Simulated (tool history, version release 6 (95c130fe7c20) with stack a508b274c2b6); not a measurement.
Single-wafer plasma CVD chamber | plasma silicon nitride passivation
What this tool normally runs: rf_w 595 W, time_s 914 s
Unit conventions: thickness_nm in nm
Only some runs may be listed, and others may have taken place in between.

run     day  rf_w  time_s  wafers since the last listed run  hours since the last RF generator calibration  hours since the showerhead was replaced  hours since the gauge calibration  read-back reference wafer on the same gauge, thickness_nm  thickness_nm
  1   0.000   595     914                                 0                                         1963.3                                   6329.8                              275.9                                                   1339.855      1266.156
  2   0.625   595    1054                                26                                         1978.3                                   6344.8                              290.9                                                   1339.335      1462.636
  3   1.246   595     914                                25                                         1993.2                                   6359.7                              305.8                                                   1339.939      1268.228
  4   1.950   595     914                                29                                         2010.1                                   6376.6                              322.7                                                   1340.382      1268.793
  5   2.283   595     914                                13                                         2018.1                                   6384.6                              330.7                                                   1339.881      1269.908
  6   2.871   645     914                                24                                         2032.2                                   6398.7                              344.8                                                   1340.278      1302.884
  7   3.125   645     914                                10                                         2038.3                                   6404.8                              350.9                                                   1340.151      1299.320
  8   3.429   645     914                                12                                         2045.6                                   6412.1                              358.2                                                   1339.744      1296.904
  9   3.829   635     990                                16                                         2055.2                                   6421.7                              367.8                                                   1339.523      1402.860
 10   4.246   595     914                                17                                         2065.2                                   6431.7                              377.8                                                   1339.619      1266.232
 11   4.821   595    1050                                23                                         2079.0                                   6445.5                              391.6                                                   1340.048      1456.662
 12   5.154   595     914                                13                                         2087.0                                   6453.5                              399.6                                                   1340.211      1270.079
 13   5.483   595     914                                13                                         2094.9                                   6461.4                              407.5                                                   1339.565      1268.430
      6.021  -- gauge calibrated
 14   6.092   595     914                                25                                         2109.5                                   6476.0                                1.7                                                   1339.865      1266.377
 15   6.600   595     914                                21                                         2121.7                                   6488.2                               13.9                                                   1339.982      1271.216
 16   6.962   625     968                                15                                         2130.4                                   6496.9                               22.6                                                   1339.301      1364.067
 17   7.675   660    1033                                29                                         2147.5                                   6514.0                               39.7                                                   1340.447      1481.499
 18   8.162   595     784                                20                                         2159.2                                   6525.7                               51.4                                                   1340.305      1087.149
 19   8.517   710     743                                14                                         2167.7                                   6534.2                               59.9                                                   1340.563      1084.668
 20   9.104   530     914                                24                                         2181.8                                   6548.3                               74.0                                                   1340.166      1221.974
 21   9.517   495     745                                17                                         2191.7                                   6558.2                               83.9                                                   1339.570       977.136
 22   9.954   595     914                                18                                         2202.2                                   6568.7                               94.4                                                   1339.926      1269.975
     11.421  -- showerhead replaced
 23  11.442   560     767                                48                                         2237.9                                      0.5                              130.1                                                   1340.339      1042.149

What will run 24 give?
 24  12.067   505    1018                                26                                         2252.9                                     15.5                              145.1                                                          ?             ?

{"run 24": {"read-back reference wafer on the same gauge, thickness_nm": 1338.844, "thickness_nm": 1343.146}}
The same run, on a tool lacking any hidden state, would have yielded thickness_nm 1382.205 nm.
